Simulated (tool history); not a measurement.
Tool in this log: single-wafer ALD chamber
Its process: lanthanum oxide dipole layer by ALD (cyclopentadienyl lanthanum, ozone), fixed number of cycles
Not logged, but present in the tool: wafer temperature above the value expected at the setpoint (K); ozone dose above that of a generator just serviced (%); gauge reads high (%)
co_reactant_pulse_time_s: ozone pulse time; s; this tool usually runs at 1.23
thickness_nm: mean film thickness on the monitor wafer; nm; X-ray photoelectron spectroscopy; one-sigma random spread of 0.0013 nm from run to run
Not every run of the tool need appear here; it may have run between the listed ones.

run,hour,co_reactant_pulse_time_s,wafers since the last listed run,hours since the last thermocouple change,hours since the last ozone generator service,hours since the showerhead was replaced,hours since the gauge calibration,"read-back reference wafer on the same gauge, thickness_nm",thickness_nm
1,0.0,1.23,0,521.2,125.9,2416.3,1819.7,0.538,0.533
2,47.2,1.23,1180,568.4,173.1,2463.5,1866.9,0.538,0.533
3,97.3,1.23,1253,618.5,223.2,2513.6,1917.0,0.538,0.534
4,234.9,1.36,3441,756.1,360.8,2651.2,2054.6,0.538,0.539
5,304.1,1.13,1731,825.3,430.0,2720.4,2123.8,0.538,0.519
6,365.0,1.23,1523,886.2,490.9,2781.3,2184.7,0.538,0.530
7,394.7,1.42,742,915.9,520.6,2811.0,2214.4,0.538,0.546
8,448.4,1.42,1343,969.6,574.3,2864.7,2268.1,0.538,0.545
# hour 504.4: gauge calibrated
9,515.7,1.52,1683,1036.9,641.6,2932.0,11.3,0.538,0.548
# hour 573.0: thermocouple changed; heater temperature recalibrated
10,573.5,0.90,1245,0.5,699.4,2989.8,69.1,0.538,0.491
11,636.7,1.23,1580,63.7,762.6,3053.0,132.3,0.538,0.528
12,685.8,1.23,1228,112.8,811.7,3102.1,181.4,0.538,0.527
13,711.5,1.46,642,138.5,837.4,3127.8,207.1,0.538,0.545
14,758.2,1.46,1168,185.2,884.1,3174.5,253.8,0.539,0.544
15,808.5,1.38,1258,235.5,934.4,3224.8,304.1,0.538,0.535
16,857.5,1.04,1225,284.5,983.4,3273.8,353.1,0.538,0.508
17,904.9,1.60,1185,331.9,1030.8,3321.2,400.5,0.538,0.551
18,951.2,0.94,1158,378.2,1077.1,3367.5,446.8,0.538,0.494
19,1009.2,1.50,1450,436.2,1135.1,3425.5,504.8,0.538,0.546
20,1051.9,1.43,1068,478.9,1177.8,3468.2,547.5,0.538,0.543
# hour 1088.9: showerhead replaced
21,1122.1,1.70,1555,549.1,1248.0,33.2,617.7,0.538,0.555
22,1167.0,1.70,1123,594.0,1292.9,78.1,662.6,0.538,0.553
# hour 1217.4: ozone generator serviced
23,1217.9,0.76,1073,644.9,0.5,129.0,713.5,0.538,0.482
24,1276.8,1.48,1473,703.8,59.4,187.9,772.4,0.538,0.550
25,1342.3,1.23,1638,769.3,124.9,253.4,837.9,0.538,0.533
26,1371.2,1.44,722,798.2,153.8,282.3,866.8,0.538,0.547
27,1397.4,0.97,655,824.4,180.0,308.5,893.0,0.538,0.506
28,1466.6,1.23,1731,893.6,249.2,377.7,962.2,0.538,0.532

Run 29 has not been measured yet. What should we expect?
29,1524.8,1.54,1455,951.8,307.4,435.9,1020.4,?,?

{"run 29": {"read-back reference wafer on the same gauge, thickness_nm": 0.538, "thickness_nm": 0.551}}
If the tool had no hidden condition, the same run with the same run-to-run variation would have returned thickness_nm 0.556 nm.

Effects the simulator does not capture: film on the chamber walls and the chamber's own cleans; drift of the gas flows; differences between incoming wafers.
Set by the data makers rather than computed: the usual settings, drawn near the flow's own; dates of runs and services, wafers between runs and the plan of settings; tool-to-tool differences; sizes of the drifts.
